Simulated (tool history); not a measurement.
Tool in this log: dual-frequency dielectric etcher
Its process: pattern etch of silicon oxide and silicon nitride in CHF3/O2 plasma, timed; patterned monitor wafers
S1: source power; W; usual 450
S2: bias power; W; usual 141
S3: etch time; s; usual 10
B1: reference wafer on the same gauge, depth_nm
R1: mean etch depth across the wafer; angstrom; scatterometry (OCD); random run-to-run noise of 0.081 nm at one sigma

run,day,S1,S2,S3,B1,R1
1,0,450,141,10,9.79,123.3
2,2.288,450,141,10,9.81,123.6
3,4.842,450,141,10,9.81,124.1
4,6.454,450,141,10,9.81,126.3
# day 7.6: wet clean of the chamber
5,8.629,450,141,10,9.8,119.1
6,11.683,450,141,12,9.8,147.3
7,15.167,450,141,12,9.8,145
8,18.7,450,141,10,9.8,123.4
# day 20.575: gauge calibrated
9,21.542,450,141,7.5,9.8,93.4
# day 23.225: wet clean of the chamber
# day 23.379: bias power generator calibrated
10,23.4,450,141,10,9.79,120.4
11,26.262,450,141,10,9.81,119.1
12,29.404,560,124,7.5,9.81,96.4
13,31.238,490,125,8.5,9.81,104.4
14,34.021,510,161,10,9.8,134
15,36.058,500,141,10,9.81,128.4
# day 37.8: upper electrode replaced
# day 38.067: wet clean of the chamber
# day 39.875: source power generator calibrated
16,43.683,480,128,8,9.8,98.2
17,47.971,450,141,12.5,9.8,154.8

What does the tool deliver on the next run?
18,49.65,450,162,7.5,?,?

{"run 18": {"B1": 9.82, "R1": 95.9}}
If the tool had no hidden condition, the same run with the same run-to-run variation would have returned R1 93.4 angstrom.

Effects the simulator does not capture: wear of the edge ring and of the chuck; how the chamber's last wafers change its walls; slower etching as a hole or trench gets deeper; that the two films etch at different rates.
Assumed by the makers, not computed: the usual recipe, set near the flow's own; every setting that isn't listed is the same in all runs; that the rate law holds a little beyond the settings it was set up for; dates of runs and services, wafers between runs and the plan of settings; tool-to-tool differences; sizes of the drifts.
